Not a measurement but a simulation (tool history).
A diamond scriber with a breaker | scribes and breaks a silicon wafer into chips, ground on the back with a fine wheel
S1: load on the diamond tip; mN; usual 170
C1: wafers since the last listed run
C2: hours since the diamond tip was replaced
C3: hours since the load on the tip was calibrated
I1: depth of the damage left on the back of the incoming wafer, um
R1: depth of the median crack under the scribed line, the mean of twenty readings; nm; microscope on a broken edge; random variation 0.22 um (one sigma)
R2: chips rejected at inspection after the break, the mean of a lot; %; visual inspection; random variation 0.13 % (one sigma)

Run 1, hour 0.0: usual settings; C1 0; C2 51.9; C3 961.1; I1 2.71. Result: R1 13380 nm, R2 1.84 %.
Run 2, hour 15.6: usual settings; C1 24; C2 67.5; C3 976.7; I1 1.55. Result: R1 13700 nm, R2 1.32 %.
Run 3, hour 46.4: usual settings; C1 48; C2 98.3; C3 1007.5; I1 2.49. Result: R1 13530 nm, R2 1.81 %.
Run 4, hour 74.3: usual settings but S1 135 mN; C1 43; C2 126.2; C3 1035.4; I1 2.13. Result: R1 10660 nm, R2 8.59 %.
Run 5, hour 96.7: usual settings; C1 35; C2 148.6; C3 1057.8; I1 1.95. Result: R1 13490 nm, R2 1.57 %.
Run 6, hour 118.6: usual settings; C1 34; C2 170.5; C3 1079.7; I1 2.95. Result: R1 13540 nm, R2 2.13 %.
Run 7, hour 151.6: usual settings; C1 51; C2 203.5; C3 1112.7; I1 2.96. Result: R1 13690 nm, R2 2.41 %.
Run 8, hour 184.3: usual settings but S1 157 mN; C1 51; C2 236.2; C3 1145.4; I1 1.72. Result: R1 12720 nm, R2 2.20 %.
At hour 215.8: load on the tip recalibrated.
Run 9, hour 220.2: usual settings but S1 140 mN; C1 53; C2 272.1; C3 4.4; I1 1.80. Result: R1 11290 nm, R2 6.11 %.
Run 10, hour 246.0: usual settings; C1 40; C2 297.9; C3 30.2; I1 2.11. Result: R1 13550 nm, R2 1.43 %.
Run 11, hour 267.5: usual settings but S1 138 mN; C1 33; C2 319.4; C3 51.7; I1 1.58. Result: R1 10860 nm, R2 7.30 %.
Run 12, hour 300.4: usual settings; C1 51; C2 352.3; C3 84.6; I1 2.52. Result: R1 13440 nm, R2 1.87 %.
Run 13, hour 335.5: usual settings but S1 152 mN; C1 55; C2 387.4; C3 119.7; I1 1.73. Result: R1 11920 nm, R2 2.82 %.
Run 14, hour 370.2: usual settings; C1 54; C2 422.1; C3 154.4; I1 2.92. Result: R1 13700 nm, R2 2.05 %.
Run 15, hour 386.9: usual settings but S1 205 mN; C1 26; C2 438.8; C3 171.1; I1 2.02. Result: R1 15760 nm, R2 5.26 %.
Run 16, hour 406.0: usual settings; C1 30; C2 457.9; C3 190.2; I1 1.93. Result: R1 13180 nm, R2 1.42 %.
Run 17, hour 427.0: usual settings but S1 132 mN; C1 33; C2 478.9; C3 211.2; I1 1.75. Result: R1 10430 nm, R2 9.96 %.
Run 18, hour 458.5: usual settings but S1 216 mN; C1 49; C2 510.4; C3 242.7; I1 2.93. Result: R1 17260 nm, R2 7.76 %.
At hour 494.2: diamond tip replaced by a new one.
Run 19, hour 494.7: usual settings but S1 211 mN; C1 53; C2 0.5; C3 278.9; I1 2.28. Result: R1 16580 nm, R2 6.63 %.
Run 20, hour 512.5: usual settings; C1 28; C2 18.3; C3 296.7; I1 2.22. Result: R1 13640 nm, R2 1.62 %.
Run 21, hour 529.0: usual settings; C1 25; C2 34.8; C3 313.2; I1 2.17. Result: R1 13670 nm, R2 1.52 %.
Run 22, hour 541.7: usual settings but S1 124 mN; C1 20; C2 47.5; C3 325.9; I1 2.56. Result: R1 9450 nm, R2 17.21 %.
Run 23, hour 569.1: usual settings; C1 43; C2 74.9; C3 353.3; I1 2.75. Result: R1 13360 nm, R2 2.13 %.
Run 24, hour 605.0: usual settings but S1 129 mN; C1 56; C2 110.8; C3 389.2; I1 2.48. Result: R1 9990 nm, R2 13.21 %.
Run 25, hour 635.6: usual settings but S1 212 mN; C1 48; C2 141.4; C3 419.8; I1 1.68. Result: R1 16690 nm, R2 6.26 %.

Forecast each of these 3 alternatives for the next run:
Run A, hour 636.2: usual settings but S1 128 mN; C1 0; C2 142.0; C3 420.4; I1 2.66. Result: R1 ?, R2 ?.
Run B, hour 636.2: usual settings but S1 194 mN; C1 0; C2 142.0; C3 420.4; I1 2.66. Result: R1 ?, R2 ?.
Run C, hour 636.2: usual settings but S1 200 mN; C1 0; C2 142.0; C3 420.4; I1 2.66. Result: R1 ?, R2 ?.

run     R1     R2
  A  10300  14.39
  B  15820   3.85
  C  16270   4.80
Without the tool's hidden state the same runs would have given:
run     R1     R2
  A  10300  14.39
  B  15820   3.85
  C  16270   4.80

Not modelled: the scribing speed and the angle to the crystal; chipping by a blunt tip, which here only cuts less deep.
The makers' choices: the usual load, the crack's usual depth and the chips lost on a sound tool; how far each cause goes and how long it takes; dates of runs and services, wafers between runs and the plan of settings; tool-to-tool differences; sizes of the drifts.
